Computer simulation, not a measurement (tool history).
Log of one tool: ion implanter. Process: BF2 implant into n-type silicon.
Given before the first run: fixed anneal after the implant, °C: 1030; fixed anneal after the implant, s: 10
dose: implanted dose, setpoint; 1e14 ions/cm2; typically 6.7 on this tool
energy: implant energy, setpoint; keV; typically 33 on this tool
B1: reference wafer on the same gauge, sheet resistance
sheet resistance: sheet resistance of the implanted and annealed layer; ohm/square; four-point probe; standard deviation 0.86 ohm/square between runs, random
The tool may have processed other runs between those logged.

{"run": 1, "day": 0.0, "dose": 6.7, "energy": 33, "B1": 218.02, "sheet resistance": 177.59}
{"run": 2, "day": 1.017, "dose": 6.7, "energy": 33, "B1": 218.32, "sheet resistance": 178.15}
{"run": 3, "day": 2.475, "dose": 6.7, "energy": 30, "B1": 217.87, "sheet resistance": 180.8}
{"run": 4, "day": 3.483, "dose": 6.7, "energy": 33, "B1": 217.87, "sheet resistance": 177.7}
{"run": 5, "day": 5.883, "dose": 6.7, "energy": 33, "B1": 217.83, "sheet resistance": 178.6}
{"run": 6, "day": 6.833, "dose": 6.7, "energy": 33, "B1": 217.81, "sheet resistance": 178.05}
{"run": 7, "day": 8.05, "dose": 6.7, "energy": 33, "B1": 218.06, "sheet resistance": 177.1}
{"run": 8, "day": 9.071, "dose": 6.7, "energy": 33, "B1": 218.09, "sheet resistance": 177.33}
{"run": 9, "day": 10.288, "dose": 6.7, "energy": 33, "B1": 218.13, "sheet resistance": 181.3}
{"run": 10, "day": 11.462, "dose": 6.7, "energy": 33, "B1": 218.03, "sheet resistance": 180.61}
{"run": 11, "day": 12.279, "dose": 6.7, "energy": 33, "B1": 217.89, "sheet resistance": 180.24}
{"run": 12, "day": 13.238, "dose": 6.7, "energy": 40, "B1": 217.98, "sheet resistance": 175.24}
{"run": 13, "day": 13.933, "dose": 6.7, "energy": 38, "B1": 217.84, "sheet resistance": 174.72}
{"run": 14, "day": 14.488, "dose": 6.7, "energy": 38, "B1": 218.18, "sheet resistance": 175.59}
{"run": 15, "day": 15.588, "dose": 6.7, "energy": 43.5, "B1": 218.03, "sheet resistance": 172.76}
{"run": 16, "day": 16.696, "dose": 6.11, "energy": 23, "B1": 218.17, "sheet resistance": 207.87}
{"run": 17, "day": 17.204, "dose": 7.34, "energy": 33, "B1": 218.17, "sheet resistance": 168.91}
{"run": 18, "day": 18.067, "dose": 5.12, "energy": 33, "B1": 217.93, "sheet resistance": 222.51}
{"run": 19, "day": 19.438, "dose": 4.97, "energy": 44.5, "B1": 218.05, "sheet resistance": 217.55}
{"run": 20, "day": 20.733, "dose": 7.53, "energy": 38.5, "B1": 217.94, "sheet resistance": 159.63}
{"run": 21, "day": 21.429, "dose": 4.71, "energy": 33, "B1": 217.98, "sheet resistance": 237.23}
{"run": 22, "day": 22.392, "dose": 5.76, "energy": 40, "B1": 218.32, "sheet resistance": 193.43}
{"run": 23, "day": 22.967, "dose": 5.05, "energy": 44, "B1": 218.03, "sheet resistance": 216.73}
{"run": 24, "day": 26.742, "dose": 5.75, "energy": 42.5, "B1": 218.11, "sheet resistance": 194.32}
{"run": 25, "day": 27.354, "dose": 6.7, "energy": 33, "B1": 218.04, "sheet resistance": 179.59}
{"run": 26, "day": 28.512, "dose": 8, "energy": 33, "B1": 217.68, "sheet resistance": 157.97}
{"run": 27, "day": 29.867, "dose": 6.7, "energy": 33, "B1": 218.31, "sheet resistance": 178.29}
{"run": 28, "day": 33.538, "dose": 6.7, "energy": 22, "B1": 217.93, "sheet resistance": 197.51}
{"run": 29, "day": 35.217, "dose": 6.09, "energy": 44, "B1": 218.14, "sheet resistance": 182.46}
{"run": 30, "day": 36.35, "dose": 6.08, "energy": 26, "B1": 217.89, "sheet resistance": 199.22}
{"run": 31, "day": 37.504, "dose": 6.7, "energy": 33, "B1": 218.02, "sheet resistance": 177.95}
{"run": 32, "day": 38.717, "dose": 6.7, "energy": 33, "B1": 218.09, "sheet resistance": 178.53}
{"run": 33, "day": 39.762, "dose": 6.7, "energy": 33, "B1": 217.72, "sheet resistance": 177.82}
{"run": 34, "day": 40.696, "dose": 8.58, "energy": 44, "B1": 218.06, "sheet resistance": 138.53}
{"run": 35, "day": 41.75, "dose": 6.7, "energy": 33, "B1": 217.83, "sheet resistance": 176.7}
{"run": 36, "day": 42.442, "dose": 7.22, "energy": 33, "B1": 218.05, "sheet resistance": 168.25}
{"run": 37, "day": 43.183, "dose": 6.7, "energy": 33, "B1": 218.08, "sheet resistance": 177.27}
{"run": 38, "day": 44.038, "dose": 8.22, "energy": 23.5, "B1": 218, "sheet resistance": 171.49}

Not shown: 3 entries that the log had between the listed runs. Between which runs, and how does the tool's hidden state differ before and after?
After run 8, before run 9: gauge calibrated (day 9.429); Faraday cup replaced and dose calibrated (day 9.65)
  deviation of the true dose from the Faraday cup's reading, %: 3.63 -> 0.603
  measured result minus the result with no hidden state, sheet resistance: -4.74 -> -0.81 ohm/square
After run 12, before run 13: extraction supply calibrated (day 13.842)
  deviation of the true dose from the Faraday cup's reading, %: 1.26 -> 1.4
  measured result minus the result with no hidden state, sheet resistance: -1.78 -> -1.93 ohm/square

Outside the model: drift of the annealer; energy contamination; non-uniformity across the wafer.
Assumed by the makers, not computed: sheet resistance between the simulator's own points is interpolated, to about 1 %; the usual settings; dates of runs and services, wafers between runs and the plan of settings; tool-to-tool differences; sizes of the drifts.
